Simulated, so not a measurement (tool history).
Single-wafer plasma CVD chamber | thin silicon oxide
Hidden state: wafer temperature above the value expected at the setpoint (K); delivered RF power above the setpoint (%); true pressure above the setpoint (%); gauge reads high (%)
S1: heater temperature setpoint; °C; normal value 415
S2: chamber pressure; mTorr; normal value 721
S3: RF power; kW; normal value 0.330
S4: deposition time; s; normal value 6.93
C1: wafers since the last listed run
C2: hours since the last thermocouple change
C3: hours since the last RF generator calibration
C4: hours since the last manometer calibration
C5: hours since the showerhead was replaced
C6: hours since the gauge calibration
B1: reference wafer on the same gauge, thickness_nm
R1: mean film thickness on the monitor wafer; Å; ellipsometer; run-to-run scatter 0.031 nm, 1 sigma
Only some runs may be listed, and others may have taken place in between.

| run | day | S1 | S2 | S3 | S4 | C1 | C2 | C3 | C4 | C5 | C6 | B1 | R1 |
|---|---|---|---|---|---|---|---|---|---|---|---|---|---|
| 1 | 0.000 | 415 | 721 | 0.300 | 7.96 | 0 | 2589.0 | 1387.7 | 2882.5 | 2671.1 | 184.5 | 13.593 | 142.20 |
| 2 | 1.117 | 415 | 721 | 0.300 | 7.96 | 1006 | 2615.8 | 1414.5 | 2909.3 | 2697.9 | 211.3 | 13.605 | 142.19 |
| 3 | 2.429 | 415 | 648 | 0.330 | 6.65 | 1182 | 2647.3 | 1446.0 | 2940.8 | 2729.4 | 242.8 | 13.602 | 114.18 |
| 4 | 3.788 | 415 | 648 | 0.330 | 6.65 | 1224 | 2679.9 | 1478.6 | 2973.4 | 2762.0 | 275.4 | 13.591 | 114.37 |
| 5 | 4.725 | 408 | 721 | 0.330 | 6.93 | 844 | 2702.4 | 1501.1 | 2995.9 | 2784.5 | 297.9 | 13.596 | 132.13 |
| 6 | 6.179 | 415 | 721 | 0.330 | 6.04 | 1310 | 2737.3 | 1536.0 | 3030.8 | 2819.4 | 332.8 | 13.602 | 115.36 |
|  | 6.950 | thermocouple changed; heater temperature recalibrated |
|  | 7.046 | RF generator calibrated |
|  | 7.246 | capacitance manometer re-zeroed and calibrated |
| 7 | 7.267 | 415 | 721 | 0.330 | 6.04 | 414 | 7.6 | 5.3 | 0.5 | 2845.5 | 358.9 | 13.610 | 109.95 |
| 8 | 7.596 | 415 | 721 | 0.330 | 6.93 | 296 | 15.5 | 13.2 | 8.4 | 2853.4 | 366.8 | 13.587 | 126.68 |
| 9 | 9.079 | 415 | 721 | 0.330 | 6.93 | 1336 | 51.1 | 48.8 | 44.0 | 2889.0 | 402.4 | 13.601 | 126.74 |
| 10 | 9.821 | 415 | 721 | 0.330 | 6.25 | 668 | 68.9 | 66.6 | 61.8 | 2906.8 | 420.2 | 13.599 | 114.23 |
| 11 | 10.717 | 415 | 721 | 0.330 | 7.45 | 807 | 90.4 | 88.1 | 83.3 | 2928.3 | 441.7 | 13.598 | 136.20 |
| 12 | 11.675 | 415 | 721 | 0.330 | 6.93 | 863 | 113.4 | 111.1 | 106.3 | 2951.3 | 464.7 | 13.595 | 126.15 |
|  | 12.379 | showerhead replaced |
| 13 | 12.454 | 411 | 587 | 0.350 | 5.94 | 401 | 132.1 | 129.8 | 125.0 | 1.8 | 483.4 | 13.602 | 91.91 |
| 14 | 13.717 | 415 | 721 | 0.355 | 6.93 | 1137 | 162.4 | 160.1 | 155.3 | 32.1 | 513.7 | 13.597 | 132.01 |
| 15 | 14.829 | 408 | 574 | 0.330 | 6.93 | 1002 | 189.1 | 186.8 | 182.0 | 58.8 | 540.4 | 13.595 | 101.83 |
| 16 | 15.483 | 408 | 574 | 0.330 | 6.93 | 589 | 204.8 | 202.5 | 197.7 | 74.5 | 556.1 | 13.594 | 101.25 |
|  | 17.083 | gauge calibrated |
| 17 | 18.733 | 401 | 811 | 0.330 | 7.28 | 2929 | 282.8 | 280.5 | 275.7 | 152.5 | 39.6 | 13.601 | 148.86 |
| 18 | 20.042 | 415 | 721 | 0.330 | 7.42 | 1179 | 314.2 | 311.9 | 307.1 | 183.9 | 71.0 | 13.600 | 134.60 |
| 19 | 21.433 | 415 | 721 | 0.330 | 6.93 | 1254 | 347.6 | 345.3 | 340.5 | 217.3 | 104.4 | 13.591 | 126.73 |

3 options for the next run, each taken on its own from the tool as it stands now. Forecast them:
| A | 21.450 | 415 | 851 | 0.330 | 6.93 | 15 | 348.0 | 345.7 | 340.9 | 217.7 | 104.8 | ? | ? |
| B | 21.450 | 415 | 570 | 0.270 | 6.47 | 15 | 348.0 | 345.7 | 340.9 | 217.7 | 104.8 | ? | ? |
| C | 21.450 | 406 | 802 | 0.310 | 7.79 | 15 | 348.0 | 345.7 | 340.9 | 217.7 | 104.8 | ? | ? |

| run | B1 | R1 |
|---|---|---|
| A | 13.613 | 146.47 |
| B | 13.613 | 81.85 |
| C | 13.613 | 151.88 |
Without the tool's unlogged condition, the same runs would have read:
| run | R1 |
|---|---|
| A | 146.31 |
| B | 81.66 |
| C | 151.59 |
